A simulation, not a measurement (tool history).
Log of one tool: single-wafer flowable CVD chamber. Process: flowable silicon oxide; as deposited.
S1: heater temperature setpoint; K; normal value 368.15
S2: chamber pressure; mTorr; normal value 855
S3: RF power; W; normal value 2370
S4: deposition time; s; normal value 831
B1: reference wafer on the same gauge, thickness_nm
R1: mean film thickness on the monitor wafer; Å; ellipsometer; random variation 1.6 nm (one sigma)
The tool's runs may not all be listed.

run 1 hour=0.0 | S1=368.15 S2=1009 S3=2370 S4=831 | B1=633.151 | R1=8952.41
run 2 hour=39.2 | S1=368.15 S2=855 S3=2720 S4=831 | B1=632.833 | R1=7789.03
run 3 hour=109.0 | S1=368.15 S2=904 S3=2370 S4=831 | B1=632.708 | R1=8049.30
-- hour=146.4 thermocouple changed; heater temperature recalibrated
run 4 hour=162.0 | S1=368.15 S2=855 S3=2370 S4=831 | B1=632.901 | R1=7641.59
run 5 hour=228.9 | S1=368.15 S2=855 S3=2370 S4=831 | B1=632.683 | R1=7664.30
run 6 hour=303.2 | S1=368.15 S2=855 S3=2370 S4=748 | B1=632.812 | R1=6888.70
run 7 hour=374.2 | S1=381.15 S2=855 S3=2525 S4=831 | B1=633.100 | R1=5137.44
-- hour=425.0 RF generator calibrated
run 8 hour=469.7 | S1=357.15 S2=855 S3=2370 S4=831 | B1=633.047 | R1=10704.34
run 9 hour=506.4 | S1=375.15 S2=855 S3=2370 S4=726 | B1=633.040 | R1=5409.70
-- hour=571.0 capacitance manometer re-zeroed and calibrated
run 10 hour=583.5 | S1=360.15 S2=855 S3=2370 S4=831 | B1=632.991 | R1=9856.52
run 11 hour=664.2 | S1=368.15 S2=855 S3=2525 S4=956 | B1=633.031 | R1=8914.12
run 12 hour=742.6 | S1=368.15 S2=855 S3=2370 S4=831 | B1=633.156 | R1=7677.33
-- hour=774.5 gauge calibrated
run 13 hour=823.0 | S1=354.15 S2=855 S3=2370 S4=831 | B1=633.386 | R1=11603.28
run 14 hour=910.9 | S1=368.15 S2=855 S3=2370 S4=831 | B1=632.679 | R1=7675.94
run 15 hour=979.4 | S1=368.15 S2=798 S3=2370 S4=831 | B1=633.192 | R1=7202.50
run 16 hour=1023.9 | S1=368.15 S2=855 S3=2370 S4=831 | B1=633.220 | R1=7659.21
run 17 hour=1121.4 | S1=374.15 S2=925 S3=2370 S4=831 | B1=632.645 | R1=6859.56
run 18 hour=1170.1 | S1=368.15 S2=855 S3=2050 S4=972 | B1=633.176 | R1=8680.38
run 19 hour=1253.9 | S1=368.15 S2=690 S3=2370 S4=764 | B1=632.733 | R1=5762.69
run 20 hour=1301.8 | S1=379.15 S2=855 S3=2370 S4=739 | B1=633.128 | R1=4799.34
run 21 hour=1387.9 | S1=368.15 S2=855 S3=2370 S4=831 | B1=633.199 | R1=7665.33
run 22 hour=1464.1 | S1=373.15 S2=799 S3=2370 S4=831 | B1=632.954 | R1=6155.97
run 23 hour=1558.3 | S1=375.15 S2=759 S3=2370 S4=831 | B1=632.716 | R1=5500.07
run 24 hour=1619.0 | S1=368.15 S2=1051 S3=2370 S4=831 | B1=633.054 | R1=9265.01
run 25 hour=1707.3 | S1=368.15 S2=855 S3=2370 S4=956 | B1=633.022 | R1=8820.32
run 26 hour=1795.8 | S1=381.15 S2=965 S3=2825 S4=929 | B1=633.287 | R1=6537.92
-- hour=1847.1 thermocouple changed; heater temperature recalibrated
run 27 hour=1847.6 | S1=368.15 S2=1047 S3=2370 S4=831 | B1=633.133 | R1=9228.25

What if the next run were any one of these 5? Each begins from the tool's condition after run 27:
run A hour=1848.2 | S1=368.15 S2=855 S3=2250 S4=831 | B1=? | R1=?
run B hour=1848.2 | S1=368.15 S2=1023 S3=2370 S4=831 | B1=? | R1=?
run C hour=1848.2 | S1=368.15 S2=855 S3=2095 S4=831 | B1=? | R1=?
run D hour=1848.2 | S1=376.15 S2=855 S3=2370 S4=665 | B1=? | R1=?
run E hour=1848.2 | S1=368.15 S2=664 S3=2370 S4=712 | B1=? | R1=?

run=A B1=632.945 R1=7546.70
run=B B1=632.945 R1=9012.10
run=C B1=632.945 R1=7433.87
run=D B1=632.945 R1=4746.09
run=E B1=632.945 R1=5154.87
The same runs, with their run-to-run variation unchanged, on a tool lacking any hidden condition would have given:
run=A R1=7649.30
run=B R1=9113.71
run=C R1=7550.51
run=D R1=4799.60
run=E R1=5213.00
